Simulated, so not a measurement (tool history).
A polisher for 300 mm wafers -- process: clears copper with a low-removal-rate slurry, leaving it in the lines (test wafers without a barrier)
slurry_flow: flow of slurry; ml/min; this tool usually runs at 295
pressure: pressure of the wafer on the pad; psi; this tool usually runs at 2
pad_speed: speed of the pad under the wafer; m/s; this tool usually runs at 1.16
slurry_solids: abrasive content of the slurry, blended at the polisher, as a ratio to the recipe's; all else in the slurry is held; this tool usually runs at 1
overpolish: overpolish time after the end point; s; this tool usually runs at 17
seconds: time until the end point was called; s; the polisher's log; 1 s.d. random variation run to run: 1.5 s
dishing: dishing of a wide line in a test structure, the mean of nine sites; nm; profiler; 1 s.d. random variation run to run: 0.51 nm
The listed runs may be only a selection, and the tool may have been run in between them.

run,day,slurry_flow,pressure,pad_speed,slurry_solids,overpolish,wafers since the last listed run,wafers polished on this pad,hours since the slurry nozzle was cleaned,hours since the head pressure was calibrated,hours since the slurry blender was calibrated,"incoming thickness of the incoming film, nm",seconds,dishing
1,0,295,2,0.9,1,17,0,707,543.9,523.9,70.5,210.9,117.6,19
2,1.738,295,2,0.9,1,17,248,956,585.6,565.6,112.2,208.8,119.5,18.7
3,4.342,295,2,1.16,1,17,372,1328,648.1,628.1,174.7,210.4,100,22.1
# day 5.312: slurry nozzle cleaned
# day 6.883: worn pad replaced by a new one
4,7.308,295,2,1.16,1,17,394,60,47.9,699.3,245.9,208.3,94.3,24.4
5,9.025,295,2,1.16,1,17,245,306,89.1,740.5,287.1,213.5,99.4,22.4
# day 9.138: head pressure recalibrated
6,10.608,295,2,1.16,1,17,214,521,127.1,35.3,325.1,209.5,101.6,22
# day 11.446: slurry blender recalibrated
7,12.379,295,2,1.16,1,17,241,762,169.6,77.8,22.4,209.4,97.3,23
8,14.788,295,2,0.92,1,17,344,1107,227.4,135.6,80.2,207,114.1,19
9,16.133,295,2,0.92,1,17,192,1300,259.7,167.9,112.5,207,117.6,19.4
10,17.208,295,2,0.92,1,17,153,1454,285.5,193.7,138.3,213.1,118.3,19
# day 17.542: worn pad replaced by a new one
11,19.862,295,2,1.16,0.8,17,356,332,349.2,257.4,202,212.1,103.5,21.9
12,21.567,295,2,1.16,0.8,17,244,576,390.1,298.3,242.9,207.7,102.5,21.5
13,22.925,295,2,1.16,0.8,17,194,770,422.7,330.9,275.5,210.4,109.1,21.2
14,24.229,295,1.6,1.36,1,12,186,957,454,362.2,306.8,211.1,113.3,14.4
# day 24.608: slurry blender recalibrated
15,25.9,295,2,1.16,1,10,227,1184,494.1,402.3,31,212.4,97,14.1
# day 28.762: worn pad replaced by a new one
16,28.783,350,1.4,1.16,1,13,389,2,563.3,471.5,100.2,208.5,122.6,14.2
17,31.208,295,2,1.16,1,8,347,350,621.5,529.7,158.4,209.4,94.6,11.1
18,33.158,360,2,1.16,0.7,17,279,629,668.3,576.5,205.2,212,100.7,21
# day 35.688: slurry nozzle cleaned
19,36.004,295,2,1.16,1,17,401,1030,7.6,644.8,273.5,210.2,103.8,20.9
20,37.108,345,2,1.4,1.1,17,158,1188,34.1,671.3,300,210.4,85,26.1
# day 38.596: slurry blender recalibrated
21,38.704,295,2,0.78,1,27,216,1405,72.4,709.6,2.6,207.3,127,26.9
# day 38.825: head pressure recalibrated
# day 40.554: worn pad replaced by a new one
22,40.604,295,1.8,1.16,1,17,236,6,118,42.7,48.2,208.9,96.3,23.1
23,42.138,295,2,1.16,1,17,219,226,154.8,79.5,85,207.8,89.6,23.8
24,44.846,295,2,1.16,1,17,387,614,219.8,144.5,150,206.8,96.2,22.4
25,46.625,295,2,1.34,1.25,17,254,869,262.5,187.2,192.7,210.8,85.7,25.4
26,49.204,295,2,1.16,1,17,369,1238,324.4,249.1,254.6,211.3,103.5,21.7
# day 49.546: worn pad replaced by a new one
27,51.775,295,2,1.16,1,17,344,319,386.1,310.8,316.3,208,101.6,21.9

Below are 4 alternative next runs, each starting from the tool's condition after run 27. Predict each:
A,51.796,295,2,1.16,1,25,2,322,386.6,311.3,316.8,207,?,?
B,51.796,250,2,1.16,1,17,2,322,386.6,311.3,316.8,207,?,?
C,51.796,235,2.7,1.16,1,11,2,322,386.6,311.3,316.8,207,?,?
D,51.796,295,2,0.88,1,25,2,322,386.6,311.3,316.8,207,?,?

run,seconds,dishing
A,99.6,31.7
B,100.8,22.2
C,75,19.7
D,124,26.1
With no hidden state in the tool, these same runs would have given:
run,seconds,dishing
A,84,36.7
B,85.1,25.9
C,63.3,23.1
D,104.7,30.4
